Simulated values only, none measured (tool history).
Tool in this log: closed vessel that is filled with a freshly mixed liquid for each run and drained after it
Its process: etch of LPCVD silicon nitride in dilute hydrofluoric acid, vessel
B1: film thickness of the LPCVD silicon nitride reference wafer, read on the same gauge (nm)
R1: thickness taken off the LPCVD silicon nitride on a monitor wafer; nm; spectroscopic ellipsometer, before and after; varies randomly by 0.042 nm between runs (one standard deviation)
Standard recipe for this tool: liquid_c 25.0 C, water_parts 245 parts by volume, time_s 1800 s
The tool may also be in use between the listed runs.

Run 1, day 0.000: usual settings but time_s 1070 s; B1 150.004. Result: R1 2.236 nm.
Run 2, day 0.971: usual settings; B1 149.989. Result: R1 3.740 nm.
Run 3, day 1.675: usual settings but time_s 2540 s; B1 150.018. Result: R1 5.247 nm.
Run 4, day 3.233: usual settings but time_s 2540 s; B1 149.997. Result: R1 5.292 nm.
Run 5, day 4.329: usual settings but time_s 1150 s; B1 150.006. Result: R1 2.412 nm.
Run 6, day 5.392: usual settings but time_s 1150 s; B1 150.007. Result: R1 2.332 nm.
Run 7, day 6.667: usual settings; B1 149.987. Result: R1 3.689 nm.
Run 8, day 7.275: usual settings; B1 149.990. Result: R1 3.743 nm.
Run 9, day 8.250: usual settings; B1 150.015. Result: R1 3.713 nm.
At day 8.450: gauge calibrated.
Run 10, day 9.596: usual settings but liquid_c 28.0 C; B1 150.010. Result: R1 4.508 nm.
Run 11, day 10.146: usual settings but liquid_c 23.0 C, water_parts 315 parts by volume; B1 150.013. Result: R1 2.513 nm.
At day 11.242: thermometer replaced.
Run 12, day 11.317: usual settings but liquid_c 23.0 C, water_parts 315 parts by volume; B1 150.015. Result: R1 2.930 nm.
Run 13, day 12.050: usual settings but liquid_c 23.0 C, water_parts 315 parts by volume; B1 150.017. Result: R1 2.880 nm.
Run 14, day 12.996: usual settings but time_s 1230 s; B1 150.012. Result: R1 2.894 nm.
Run 15, day 13.925: usual settings but time_s 2540 s; B1 149.996. Result: R1 5.985 nm.
Run 16, day 15.300: usual settings but time_s 1300 s; B1 149.997. Result: R1 3.030 nm.
Run 17, day 16.050: usual settings but liquid_c 23.0 C, water_parts 310 parts by volume, time_s 990 s; B1 150.018. Result: R1 1.606 nm.
Run 18, day 16.554: usual settings but liquid_c 26.5 C, water_parts 160 parts by volume, time_s 2210 s; B1 150.001. Result: R1 8.619 nm.
At day 17.321: hydrofluoric acid flow meter replaced.
Run 19, day 17.442: usual settings but liquid_c 22.5 C, time_s 2405 s; B1 150.002. Result: R1 4.832 nm.
Run 20, day 18.254: usual settings; B1 149.998. Result: R1 4.185 nm.
Run 21, day 19.392: usual settings but time_s 2650 s; B1 150.008. Result: R1 6.067 nm.
Run 22, day 20.029: usual settings but liquid_c 22.5 C, time_s 2405 s; B1 150.004. Result: R1 4.708 nm.
Run 23, day 20.967: usual settings; B1 149.989. Result: R1 4.084 nm.
Run 24, day 21.471: usual settings but liquid_c 28.5 C, water_parts 345 parts by volume, time_s 2680 s; B1 149.994. Result: R1 5.369 nm.
Run 25, day 22.858: usual settings; B1 150.020. Result: R1 4.142 nm.
Run 26, day 24.050: usual settings but water_parts 150 parts by volume, time_s 2780 s; B1 149.990. Result: R1 10.187 nm.
Run 27, day 24.671: usual settings but water_parts 350 parts by volume, time_s 2090 s; B1 149.995. Result: R1 3.311 nm.
Run 28, day 25.800: usual settings but time_s 1325 s; B1 149.999. Result: R1 2.994 nm.
Run 29, day 26.688: usual settings but liquid_c 27.5 C, water_parts 205 parts by volume, time_s 2090 s; B1 150.000. Result: R1 6.626 nm.

Consider 5 possible next runs. They are alternatives, not a sequence: every one starts from the tool as it was left by run 29. What does each give?
Run A, day 26.733: usual settings; B1 ?. Result: R1 ?.
Run B, day 26.733: usual settings but liquid_c 29.0 C; B1 ?. Result: R1 ?.
Run C, day 26.733: usual settings but water_parts 195 parts by volume; B1 ?. Result: R1 ?.
Run D, day 26.733: usual settings but liquid_c 28.5 C, time_s 810 s; B1 ?. Result: R1 ?.
Run E, day 26.733: usual settings but liquid_c 30.0 C, water_parts 280 parts by volume, time_s 2730 s; B1 ?. Result: R1 ?.

run       B1     R1
  A  149.998  4.124
  B  149.998  5.260
  C  149.998  5.172
  D  149.998  2.297
  E  149.998  7.385
With no hidden state in the tool, these same runs would have given:
run     R1
  A  4.293
  B  5.467
  C  5.388
  D  2.388
  E  7.669
